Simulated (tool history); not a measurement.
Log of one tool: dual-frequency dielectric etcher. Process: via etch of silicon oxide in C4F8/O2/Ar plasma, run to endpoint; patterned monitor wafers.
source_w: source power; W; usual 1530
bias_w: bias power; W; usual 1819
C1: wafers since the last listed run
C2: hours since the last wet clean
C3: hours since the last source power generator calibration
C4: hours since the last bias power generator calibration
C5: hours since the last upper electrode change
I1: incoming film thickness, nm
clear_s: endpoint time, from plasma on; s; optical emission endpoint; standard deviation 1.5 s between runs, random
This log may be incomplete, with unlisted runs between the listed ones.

{"run": 1, "hour": 0.0, "source_w": 1530, "bias_w": 1819, "C1": 0, "C2": 517.5, "C3": 2161.6, "C4": 1609.1, "C5": 3954.3, "I1": 1525.1, "clear_s": 355.0}
{"hour": 42.3, "done": "source power generator calibrated"}
{"hour": 89.0, "done": "wet clean of the chamber"}
{"run": 2, "hour": 139.7, "source_w": 1530, "bias_w": 1819, "C1": 527, "C2": 50.7, "C3": 97.4, "C4": 1748.8, "C5": 4094.0, "I1": 1524.6, "clear_s": 344.1}
{"run": 3, "hour": 182.8, "source_w": 1530, "bias_w": 1819, "C1": 203, "C2": 93.8, "C3": 140.5, "C4": 1791.9, "C5": 4137.1, "I1": 1521.7, "clear_s": 343.6}
{"run": 4, "hour": 236.9, "source_w": 1530, "bias_w": 1626, "C1": 255, "C2": 147.9, "C3": 194.6, "C4": 1846.0, "C5": 4191.2, "I1": 1527.9, "clear_s": 353.1}
{"run": 5, "hour": 271.2, "source_w": 1530, "bias_w": 1626, "C1": 161, "C2": 182.2, "C3": 228.9, "C4": 1880.3, "C5": 4225.5, "I1": 1530.3, "clear_s": 355.2}
{"run": 6, "hour": 459.7, "source_w": 1530, "bias_w": 1626, "C1": 889, "C2": 370.7, "C3": 417.4, "C4": 2068.8, "C5": 4414.0, "I1": 1534.6, "clear_s": 359.0}
{"hour": 490.5, "done": "bias power generator calibrated"}
{"run": 7, "hour": 495.6, "source_w": 1530, "bias_w": 2054, "C1": 150, "C2": 406.6, "C3": 453.3, "C4": 5.1, "C5": 4449.9, "I1": 1530.2, "clear_s": 342.3}
{"run": 8, "hour": 528.2, "source_w": 1530, "bias_w": 1819, "C1": 153, "C2": 439.2, "C3": 485.9, "C4": 37.7, "C5": 4482.5, "I1": 1536.4, "clear_s": 354.2}
{"run": 9, "hour": 554.6, "source_w": 1530, "bias_w": 1819, "C1": 124, "C2": 465.6, "C3": 512.3, "C4": 64.1, "C5": 4508.9, "I1": 1512.5, "clear_s": 349.8}
{"run": 10, "hour": 580.0, "source_w": 1530, "bias_w": 1819, "C1": 119, "C2": 491.0, "C3": 537.7, "C4": 89.5, "C5": 4534.3, "I1": 1525.8, "clear_s": 352.2}
{"hour": 637.0, "done": "wet clean of the chamber"}
{"run": 11, "hour": 647.7, "source_w": 1530, "bias_w": 1819, "C1": 206, "C2": 10.7, "C3": 605.4, "C4": 157.2, "C5": 4602.0, "I1": 1521.2, "clear_s": 341.9}
{"run": 12, "hour": 703.8, "source_w": 1530, "bias_w": 1819, "C1": 264, "C2": 66.8, "C3": 661.5, "C4": 213.3, "C5": 4658.1, "I1": 1525.0, "clear_s": 344.2}
{"hour": 788.3, "done": "upper electrode replaced"}
{"run": 13, "hour": 788.8, "source_w": 1860, "bias_w": 1956, "C1": 287, "C2": 151.8, "C3": 746.5, "C4": 298.3, "C5": 0.5, "I1": 1523.5, "clear_s": 311.4}
{"run": 14, "hour": 798.7, "source_w": 1290, "bias_w": 1819, "C1": 46, "C2": 161.7, "C3": 756.4, "C4": 308.2, "C5": 10.4, "I1": 1509.3, "clear_s": 377.7}
{"run": 15, "hour": 887.3, "source_w": 1370, "bias_w": 1819, "C1": 418, "C2": 250.3, "C3": 845.0, "C4": 396.8, "C5": 99.0, "I1": 1523.2, "clear_s": 369.1}
{"run": 16, "hour": 954.8, "source_w": 1810, "bias_w": 1380, "C1": 318, "C2": 317.8, "C3": 912.5, "C4": 464.3, "C5": 166.5, "I1": 1532.8, "clear_s": 343.5}
{"run": 17, "hour": 1135.3, "source_w": 1410, "bias_w": 2249, "C1": 851, "C2": 498.3, "C3": 1093.0, "C4": 644.8, "C5": 347.0, "I1": 1520.1, "clear_s": 351.8}
{"run": 18, "hour": 1189.0, "source_w": 1710, "bias_w": 1664, "C1": 253, "C2": 552.0, "C3": 1146.7, "C4": 698.5, "C5": 400.7, "I1": 1526.9, "clear_s": 346.5}
{"hour": 1214.1, "done": "wet clean of the chamber"}
{"run": 19, "hour": 1259.5, "source_w": 1780, "bias_w": 1959, "C1": 219, "C2": 45.4, "C3": 1217.2, "C4": 769.0, "C5": 471.2, "I1": 1516.7, "clear_s": 313.4}
{"run": 20, "hour": 1288.3, "source_w": 1790, "bias_w": 1395, "C1": 135, "C2": 74.2, "C3": 1246.0, "C4": 797.8, "C5": 500.0, "I1": 1514.2, "clear_s": 332.7}
{"run": 21, "hour": 1356.5, "source_w": 1360, "bias_w": 1819, "C1": 321, "C2": 142.4, "C3": 1314.2, "C4": 866.0, "C5": 568.2, "I1": 1538.9, "clear_s": 371.9}
{"run": 22, "hour": 1401.9, "source_w": 1530, "bias_w": 1819, "C1": 214, "C2": 187.8, "C3": 1359.6, "C4": 911.4, "C5": 613.6, "I1": 1530.3, "clear_s": 348.6}
{"run": 23, "hour": 1438.6, "source_w": 1770, "bias_w": 1935, "C1": 173, "C2": 224.5, "C3": 1396.3, "C4": 948.1, "C5": 650.3, "I1": 1528.3, "clear_s": 323.8}
{"run": 24, "hour": 1505.5, "source_w": 1530, "bias_w": 1819, "C1": 315, "C2": 291.4, "C3": 1463.2, "C4": 1015.0, "C5": 717.2, "I1": 1536.5, "clear_s": 351.8}
{"run": 25, "hour": 1542.3, "source_w": 1690, "bias_w": 1819, "C1": 173, "C2": 328.2, "C3": 1500.0, "C4": 1051.8, "C5": 754.0, "I1": 1526.9, "clear_s": 335.0}
{"run": 26, "hour": 1569.2, "source_w": 1530, "bias_w": 1819, "C1": 126, "C2": 355.1, "C3": 1526.9, "C4": 1078.7, "C5": 780.9, "I1": 1537.3, "clear_s": 353.6}
{"run": 27, "hour": 1612.3, "source_w": 1720, "bias_w": 1819, "C1": 203, "C2": 398.2, "C3": 1570.0, "C4": 1121.8, "C5": 824.0, "I1": 1518.9, "clear_s": 332.0}
{"run": 28, "hour": 1659.8, "source_w": 1530, "bias_w": 1819, "C1": 224, "C2": 445.7, "C3": 1617.5, "C4": 1169.3, "C5": 871.5, "I1": 1534.3, "clear_s": 355.8}
{"run": 29, "hour": 1688.8, "source_w": 1530, "bias_w": 2088, "C1": 136, "C2": 474.7, "C3": 1646.5, "C4": 1198.3, "C5": 900.5, "I1": 1520.8, "clear_s": 341.7}
{"run": 30, "hour": 1717.2, "source_w": 1200, "bias_w": 1495, "C1": 134, "C2": 503.1, "C3": 1674.9, "C4": 1226.7, "C5": 928.9, "I1": 1515.0, "clear_s": 417.3}
{"run": 31, "hour": 1779.6, "source_w": 1300, "bias_w": 1819, "C1": 294, "C2": 565.5, "C3": 1737.3, "C4": 1289.1, "C5": 991.3, "I1": 1528.5, "clear_s": 389.0}
{"hour": 1818.0, "done": "wet clean of the chamber"}
{"run": 32, "hour": 1820.5, "source_w": 1150, "bias_w": 1819, "C1": 79, "C2": 2.5, "C3": 1778.2, "C4": 1330.0, "C5": 1032.2, "I1": 1525.9, "clear_s": 397.4}
{"run": 33, "hour": 1881.9, "source_w": 1660, "bias_w": 1819, "C1": 289, "C2": 63.9, "C3": 1839.6, "C4": 1391.4, "C5": 1093.6, "I1": 1523.8, "clear_s": 329.0}
{"run": 34, "hour": 1931.6, "source_w": 1740, "bias_w": 1819, "C1": 234, "C2": 113.6, "C3": 1889.3, "C4": 1441.1, "C5": 1143.3, "I1": 1527.3, "clear_s": 323.7}
{"run": 35, "hour": 1999.8, "source_w": 1180, "bias_w": 1608, "C1": 321, "C2": 181.8, "C3": 1957.5, "C4": 1509.3, "C5": 1211.5, "I1": 1541.8, "clear_s": 411.3}

Pick out some run-to-run changes in clear_s. Of each, how much would a tool without hidden state show as well, from the settings, what came in and chance, and how much is left for the hidden state and any gauge scatter not in both results compared?
Hidden state at play: etch rate over this chamber's usual, %; source power that arrives over what is set, %; bias power that arrives over what is set, %.
Run 1 -> 2: source power generator calibrated, wet clean of the chamber. clear_s -10.9 s: hidden state -12.5, all else +1.6.
Run 18 -> 19: source_w 1710 -> 1780, bias_w 1664 -> 1959, wet clean of the chamber. clear_s -33.1 s: hidden state -11.8, all else -21.3.
Run 29 -> 30: source_w 1530 -> 1200, bias_w 2088 -> 1495. clear_s +75.6 s: hidden state +3.2, all else +72.4.
Run 31 -> 32: source_w 1300 -> 1150, wet clean of the chamber. clear_s +8.4 s: hidden state -16.2, all else +24.6.
Run 32 -> 33: source_w 1150 -> 1660. clear_s -68.4 s: hidden state +1.6, all else -70.0.
Run 34 -> 35: source_w 1740 -> 1180, bias_w 1819 -> 1608. clear_s +87.6 s: hidden state +1.9, all else +85.7.

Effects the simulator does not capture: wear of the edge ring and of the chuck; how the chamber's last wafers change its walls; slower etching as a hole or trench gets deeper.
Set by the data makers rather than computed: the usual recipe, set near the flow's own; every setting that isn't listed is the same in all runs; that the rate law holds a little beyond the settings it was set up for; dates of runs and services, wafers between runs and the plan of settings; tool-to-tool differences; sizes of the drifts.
